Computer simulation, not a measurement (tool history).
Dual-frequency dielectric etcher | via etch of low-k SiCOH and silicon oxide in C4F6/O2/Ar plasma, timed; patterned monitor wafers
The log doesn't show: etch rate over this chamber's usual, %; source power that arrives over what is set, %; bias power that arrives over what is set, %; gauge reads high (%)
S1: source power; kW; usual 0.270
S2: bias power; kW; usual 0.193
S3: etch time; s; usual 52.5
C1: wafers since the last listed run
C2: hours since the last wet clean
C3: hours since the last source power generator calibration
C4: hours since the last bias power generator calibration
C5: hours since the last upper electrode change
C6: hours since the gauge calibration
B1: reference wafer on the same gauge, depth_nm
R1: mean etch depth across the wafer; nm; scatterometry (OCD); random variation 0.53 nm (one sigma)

{"run": 1, "hour": 0.0, "S1": 0.27, "S2": 0.193, "S3": 52.5, "C1": 0, "C2": 233.4, "C3": 2230.3, "C4": 4076.6, "C5": 1955.1, "C6": 259.6, "B1": 139.0, "R1": 132.6}
{"run": 2, "hour": 33.0, "S1": 0.27, "S2": 0.193, "S3": 52.5, "C1": 411, "C2": 266.4, "C3": 2263.3, "C4": 4109.6, "C5": 1988.1, "C6": 292.6, "B1": 138.6, "R1": 133.4}
{"run": 3, "hour": 48.7, "S1": 0.27, "S2": 0.193, "S3": 52.5, "C1": 195, "C2": 282.1, "C3": 2279.0, "C4": 4125.3, "C5": 2003.8, "C6": 308.3, "B1": 138.4, "R1": 132.3}
{"run": 4, "hour": 70.7, "S1": 0.23, "S2": 0.173, "S3": 52.5, "C1": 274, "C2": 304.1, "C3": 2301.0, "C4": 4147.3, "C5": 2025.8, "C6": 330.3, "B1": 138.5, "R1": 123.6}
{"run": 5, "hour": 86.3, "S1": 0.23, "S2": 0.173, "S3": 52.5, "C1": 194, "C2": 319.7, "C3": 2316.6, "C4": 4162.9, "C5": 2041.4, "C6": 345.9, "B1": 138.3, "R1": 123.8}
{"run": 6, "hour": 101.2, "S1": 0.23, "S2": 0.173, "S3": 52.5, "C1": 185, "C2": 334.6, "C3": 2331.5, "C4": 4177.8, "C5": 2056.3, "C6": 360.8, "B1": 138.2, "R1": 123.7}
{"run": 7, "hour": 121.8, "S1": 0.27, "S2": 0.193, "S3": 62.0, "C1": 257, "C2": 355.2, "C3": 2352.1, "C4": 4198.4, "C5": 2076.9, "C6": 381.4, "B1": 137.9, "R1": 157.0}
{"run": 8, "hour": 135.2, "S1": 0.27, "S2": 0.193, "S3": 62.0, "C1": 167, "C2": 368.6, "C3": 2365.5, "C4": 4211.8, "C5": 2090.3, "C6": 394.8, "B1": 138.0, "R1": 156.3}
{"run": 9, "hour": 156.8, "S1": 0.27, "S2": 0.193, "S3": 62.0, "C1": 269, "C2": 390.2, "C3": 2387.1, "C4": 4233.4, "C5": 2111.9, "C6": 416.4, "B1": 137.4, "R1": 156.1}
{"hour": 166.7, "done": "gauge calibrated"}
{"run": 10, "hour": 188.1, "S1": 0.27, "S2": 0.182, "S3": 52.5, "C1": 390, "C2": 421.5, "C3": 2418.4, "C4": 4264.7, "C5": 2143.2, "C6": 21.4, "B1": 140.0, "R1": 132.4}

The next listed run, before its measurement:
{"hour": 204.4, "done": "bias power generator calibrated"}
{"hour": 215.0, "done": "wet clean of the chamber"}
{"run": 11, "hour": 221.6, "S1": 0.27, "S2": 0.171, "S3": 52.5, "C1": 235, "C2": 6.6, "C3": 2451.9, "C4": 17.2, "C5": 2176.7, "C6": 54.9, "B1": "?", "R1": "?"}

{"run 11": {"B1": 140.0, "R1": 129.5}}
Without the tool's hidden state the same run would have given R1 129.5 nm.
